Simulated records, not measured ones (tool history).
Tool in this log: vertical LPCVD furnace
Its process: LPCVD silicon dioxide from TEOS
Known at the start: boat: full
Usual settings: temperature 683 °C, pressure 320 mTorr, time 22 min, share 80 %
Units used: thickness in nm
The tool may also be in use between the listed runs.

run	hour	temperature	pressure	time	share	read-back reference wafer on the same gauge, thickness	thickness
1	0	683	320	19.5	87	136.02	127.5
2	9.8	683	320	19.5	87	135.97	127.37
3	17	683	320	22	80	135.98	138.02
4	27.1	683	320	22	80	135.99	137.77
5	56.1	683	320	22	80	135.96	138
6	66.3	683	320	22	80	135.99	138.18
7	82.4	683	320	22	80	135.98	137.8
8	91.3	683	320	22	80	136.02	138.17
9	97.7	683	320	22	80	135.99	138.06
10	127.8	683	320	22	80	135.99	138.22
11	139.5	683	320	22	80	136.03	138.52
# hour 164.3: gauge calibrated
# hour 179.4: TEOS flow controller replaced
# hour 180.4: thermocouples replaced and temperature profile calibrated
# hour 186.6: pressure gauge zeroed
12	187.1	683	320	22	80	136.02	126.48
13	190.6	678	260	22	75	136.02	97.62
14	194.1	683	320	22	75	135.99	122.55
15	197.6	683	300	22	80	135.97	122.21
16	201.1	678	320	22	80	135.99	111.8
17	206.3	683	350	28	80	135.99	168.6
18	214.2	688	400	27.5	68	136.01	183.75
19	229.6	683	320	22	80	135.98	126.37
20	243.5	680	350	26	66	136.01	132.1
21	261.2	678	320	22	80	135.99	112.18
22	277.2	683	260	22	80	136.01	114.05

Each row is a separate what-if for the run after 22, all from the same tool condition, not one after another. Results?
A	280.8	683	320	30	80	?	?
B	280.8	677	300	18	70	?	?
C	280.8	683	320	22	68	?	?
D	280.8	692	265	13	75	?	?
E	280.8	683	320	16.5	80	?	?

run	read-back reference wafer on the same gauge, thickness	thickness
A	136.01	172.67
B	136.01	81.14
C	136.01	116.74
D	136.01	81.71
E	136.01	94.97
What these runs would have given with no unlogged condition in the tool:
run	thickness
A	169.93
B	79.84
C	114.89
D	80.43
E	93.46
